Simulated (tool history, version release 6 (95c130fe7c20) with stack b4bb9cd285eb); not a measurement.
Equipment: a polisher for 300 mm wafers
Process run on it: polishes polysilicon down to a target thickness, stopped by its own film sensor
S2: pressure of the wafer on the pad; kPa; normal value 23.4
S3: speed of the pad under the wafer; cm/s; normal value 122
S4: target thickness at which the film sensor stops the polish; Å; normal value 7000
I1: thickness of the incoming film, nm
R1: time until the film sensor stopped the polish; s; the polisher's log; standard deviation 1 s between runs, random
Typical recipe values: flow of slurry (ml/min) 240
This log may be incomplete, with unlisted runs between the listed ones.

run 1 hour=0 | flow_of_slurry_(ml/min)=240 S2=23.4 S3=122 S4=7000 | I1=1956 | R1=125.9
run 2 hour=63.1 | flow_of_slurry_(ml/min)=240 S2=23.4 S3=122 S4=7000 | I1=1933.7 | R1=124
run 3 hour=129.9 | flow_of_slurry_(ml/min)=240 S2=23.4 S3=100 S4=9340 | I1=1952.6 | R1=127.4
run 4 hour=184.3 | flow_of_slurry_(ml/min)=240 S2=23.4 S3=110 S4=7000 | I1=1929.8 | R1=141.2
-- hour=206.5 worn pad replaced by a new one
run 5 hour=210.2 | flow_of_slurry_(ml/min)=240 S2=23.4 S3=110 S4=7000 | I1=1941.4 | R1=130.9
run 6 hour=235 | flow_of_slurry_(ml/min)=240 S2=23.4 S3=110 S4=7000 | I1=1923.9 | R1=131.8
-- hour=243.8 slurry nozzle cleaned
run 7 hour=269.4 | flow_of_slurry_(ml/min)=240 S2=19.3 S3=122 S4=7000 | I1=1914.5 | R1=134.1
run 8 hour=332.2 | flow_of_slurry_(ml/min)=240 S2=19.3 S3=122 S4=7000 | I1=1977.6 | R1=145.6
run 9 hour=386.7 | flow_of_slurry_(ml/min)=240 S2=19.3 S3=122 S4=7000 | I1=1983.3 | R1=145.8
-- hour=445.2 worn pad replaced by a new one
run 10 hour=448 | flow_of_slurry_(ml/min)=240 S2=23.4 S3=122 S4=7000 | I1=1932.5 | R1=119.1
run 11 hour=493.8 | flow_of_slurry_(ml/min)=200 S2=23.4 S3=122 S4=4320 | I1=1945.2 | R1=154.2
-- hour=504.5 slurry nozzle cleaned
run 12 hour=526.1 | flow_of_slurry_(ml/min)=200 S2=23.4 S3=122 S4=4320 | I1=1936.3 | R1=156
run 13 hour=556.9 | flow_of_slurry_(ml/min)=240 S2=20 S3=122 S4=7000 | I1=1939.1 | R1=138.2
run 14 hour=590.3 | flow_of_slurry_(ml/min)=240 S2=23.4 S3=122 S4=3780 | I1=1942.1 | R1=160.6
-- hour=643.9 head pressure recalibrated
-- hour=723.9 worn pad replaced by a new one
run 15 hour=736.5 | flow_of_slurry_(ml/min)=205 S2=31 S3=160 S4=9590 | I1=1961.1 | R1=63.6
run 16 hour=766.2 | flow_of_slurry_(ml/min)=240 S2=23.4 S3=122 S4=7000 | I1=1982.4 | R1=127.2
-- hour=780.8 slurry nozzle cleaned
run 17 hour=826.2 | flow_of_slurry_(ml/min)=180 S2=17.2 S3=122 S4=3120 | I1=1949.8 | R1=203.2
run 18 hour=870.2 | flow_of_slurry_(ml/min)=240 S2=28.3 S3=122 S4=10340 | I1=1927.1 | R1=82.2
run 19 hour=932 | flow_of_slurry_(ml/min)=240 S2=23.4 S3=122 S4=7000 | I1=1899.7 | R1=124
run 20 hour=957.3 | flow_of_slurry_(ml/min)=180 S2=29 S3=122 S4=7000 | I1=1951.5 | R1=117.5
-- hour=978.2 worn pad replaced by a new one
run 21 hour=990.1 | flow_of_slurry_(ml/min)=240 S2=23.4 S3=122 S4=7000 | I1=1939.1 | R1=117.6
run 22 hour=1019.4 | flow_of_slurry_(ml/min)=240 S2=30.3 S3=122 S4=7000 | I1=1940.4 | R1=103.3
-- hour=1033.5 slurry nozzle cleaned
run 23 hour=1131.5 | flow_of_slurry_(ml/min)=165 S2=15.9 S3=86 S4=9240 | I1=1926.2 | R1=186.8
run 24 hour=1164.7 | flow_of_slurry_(ml/min)=240 S2=23.4 S3=122 S4=7000 | I1=1911.6 | R1=125.1
run 25 hour=1206 | flow_of_slurry_(ml/min)=170 S2=19.3 S3=100 S4=7000 | I1=1944.3 | R1=183.6
run 26 hour=1239.3 | flow_of_slurry_(ml/min)=240 S2=21.4 S3=122 S4=7000 | I1=1965.1 | R1=137.2
-- hour=1261.2 worn pad replaced by a new one
-- hour=1302.6 slurry nozzle cleaned
run 27 hour=1346.5 | flow_of_slurry_(ml/min)=240 S2=23.4 S3=122 S4=7000 | I1=1928.4 | R1=124.4

Difference, measured minus no-hidden-state, one row per run. Run-to-run variation is common to both terms; the gauge's own scatter need not be:
What the log doesn't record here: removal rate lost through wear of the pad, %; slurry flow missing at the pad, %; deviation of the head's pressure from its setpoint, %.
run=1 R1=+5.9
run=2 R1=+7.7
run=3 R1=+9
run=4 R1=+10.4
run=5 R1=+1
run=6 R1=+3.3
run=7 R1=+5.8
run=8 R1=+9.1
run=9 R1=+10.4
run=10 R1=+0.5
run=11 R1=+5.3
run=12 R1=+7.5
run=13 R1=+7.9
run=14 R1=+10.3
run=15 R1=+0.9
run=16 R1=+4.2
run=17 R1=+11.5
run=18 R1=+5.4
run=19 R1=+9.1
run=20 R1=+8.9
run=21 R1=+1.6
run=22 R1=+3.4
run=23 R1=+12.5
run=24 R1=+8.9
run=25 R1=+13.7
run=26 R1=+10.5
run=27 R1=+6.3
